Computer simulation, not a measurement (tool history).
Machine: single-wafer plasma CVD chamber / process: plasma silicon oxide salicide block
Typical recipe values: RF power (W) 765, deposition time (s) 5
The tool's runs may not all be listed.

run    day  RF power (W)  deposition time (s)  read-back reference wafer on the same gauge, thickness_nm  mean film thickness on the monitor wafer (nm)
  1      0           765                    5                                                      62.78                                         57.146
  2  1.433           765                    5                                                     62.831                                         57.219
  3  2.121           765                    5                                                      62.88                                         57.096
  4  2.988           765                    5                                                     62.919                                         57.272
  5  3.854           765                    5                                                      62.95                                          57.21
  6  5.221           765                    5                                                     63.007                                         57.369
      5.55  -- gauge calibrated
     6.504  -- showerhead replaced
  7  6.525           765                    5                                                     62.249                                         56.557
  8  7.346           815                 5.67                                                     62.258                                         65.647
  9  8.454           765                    5                                                     62.343                                          56.74

Estimate the outcome of run 10 from the log above:
     9.079  -- RF generator calibrated
 10  9.142           675                 5.96                                                          ?                                              ?

Run 10 came out at read-back reference wafer on the same gauge, thickness_nm 62.373, mean film thickness on the monitor wafer (nm) 64.699.
With no hidden state in the tool, this same run would have given mean film thickness on the monitor wafer (nm) 64.623.
